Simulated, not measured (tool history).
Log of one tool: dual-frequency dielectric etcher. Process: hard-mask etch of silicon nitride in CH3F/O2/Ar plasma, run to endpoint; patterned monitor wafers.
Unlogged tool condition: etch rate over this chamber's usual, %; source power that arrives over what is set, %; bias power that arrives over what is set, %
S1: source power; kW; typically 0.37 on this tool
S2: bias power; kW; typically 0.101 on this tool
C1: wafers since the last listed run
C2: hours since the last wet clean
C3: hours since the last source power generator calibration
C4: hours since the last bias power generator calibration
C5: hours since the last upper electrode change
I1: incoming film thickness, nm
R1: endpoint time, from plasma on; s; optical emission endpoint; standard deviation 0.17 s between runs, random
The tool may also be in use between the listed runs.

run   hour    S1     S2    C1     C2      C3      C4      C5     I1    R1
  1      0  0.37  0.101     0  161.5  3179.1  5198.1  5201.5  42.61  56.9
  2   16.5  0.37  0.101   168    178  3195.6  5214.6    5218  42.29  56.3
  3   47.7  0.37  0.101   318  209.2  3226.8  5245.8  5249.2  42.65  57.2
  4   74.1  0.37  0.101   269  235.6  3253.2  5272.2  5275.6  42.57    57
  5  141.3  0.35  0.101   686  302.8  3320.4  5339.4  5342.8  42.32    58
  6  162.9  0.35  0.101   220  324.4    3342    5361  5364.4  42.54  58.3
  7  194.7  0.35  0.101   324  356.2  3373.8  5392.8  5396.2   42.5  58.2
  8  218.7  0.31  0.101   245  380.2  3397.8  5416.8  5420.2   42.4  60.5
  9  248.3  0.31  0.101   302  409.8  3427.4  5446.4  5449.8  42.38  60.9
 10  274.1  0.37   0.11   263  435.6  3453.2  5472.2  5475.6  42.97  56.3
     301.6  -- upper electrode replaced
     312.9  -- wet clean of the chamber
 11  313.4  0.37   0.11    40    0.5  3492.5  5511.5    11.8  42.37    54
 12  338.1  0.37   0.11   252   25.2  3517.2  5536.2    36.5  42.49  54.2
 13  355.9  0.42  0.101   181     43    3535    5554    54.3  42.08  54.1
 14    380  0.34  0.101   246   67.1  3559.1  5578.1    78.4  42.26  57.9
     462.5  -- bias power generator calibrated
 15    486  0.34  0.101  1041  173.1  3665.1    23.5   184.4  42.49  58.5
 16  507.1  0.44  0.087   215  194.2  3686.2    44.6   205.5  42.65    58
 17  536.5  0.35  0.101   300  223.6  3715.6      74   234.9  43.26  59.5
 18  552.4  0.35  0.101   162  239.5  3731.5    89.9   250.8  42.44  58.4
 19  578.5  0.37  0.101   266  265.6  3757.6     116   276.9   42.8  57.9
 20  652.9  0.37   0.11   759    340    3832   190.4   351.3  42.33  55.3
 21  678.9   0.4  0.088   265    366    3858   216.4   377.3  42.32  59.8
     724.7  -- source power generator calibrated
     728.4  -- wet clean of the chamber
 22  728.9  0.46  0.113   432    0.5     4.2   266.4   427.3  42.63  50.2
 23  741.7  0.37  0.113   130   13.3      17   279.2   440.1  42.99  54.2
 24  776.8  0.33  0.082   358   48.4    52.1   314.3   475.2  42.35  64.4
 25  790.4  0.37  0.119   138     62    65.7   327.9   488.8  43.05  53.5
 26  844.6  0.34  0.087   553  116.2   119.9   382.1     543   42.8  62.6
 27  861.5  0.37  0.101   172  133.1   136.8     399   559.9  42.46  56.6
 28  883.8  0.35   0.09   227  155.4   159.1   421.3   582.2  42.79  61.6
 29    899  0.32  0.111   155  170.6   174.3   436.5   597.4  42.41  57.5
 30  920.7  0.43   0.11   221  192.3     196   458.2   619.1  42.06  51.7
 31  936.1  0.37  0.108   157  207.7   211.4   473.6   634.5   42.5  55.2

Hidden state at the last listed run before each entry between runs and at the first one after, where it differs:
In the gap between runs 10 and 11: upper electrode replaced (hour 301.6); wet clean of the chamber (hour 312.9)
  etch rate over this chamber's usual, %: -2.5 -> -0.5
  measured result minus the result with no hidden state, R1: +1.4 -> +0.2 s
In the gap between runs 14 and 15: bias power generator calibrated (hour 462.5)
  etch rate over this chamber's usual, %: -0.91 -> -1.56
  measured result minus the result with no hidden state, R1: +0.5 -> +1 s
In the gap between runs 21 and 22: source power generator calibrated (hour 724.7); wet clean of the chamber (hour 728.4)
  etch rate over this chamber's usual, %: -2.75 -> -0.302
  measured result minus the result with no hidden state, R1: +1.6 -> +0.1 s
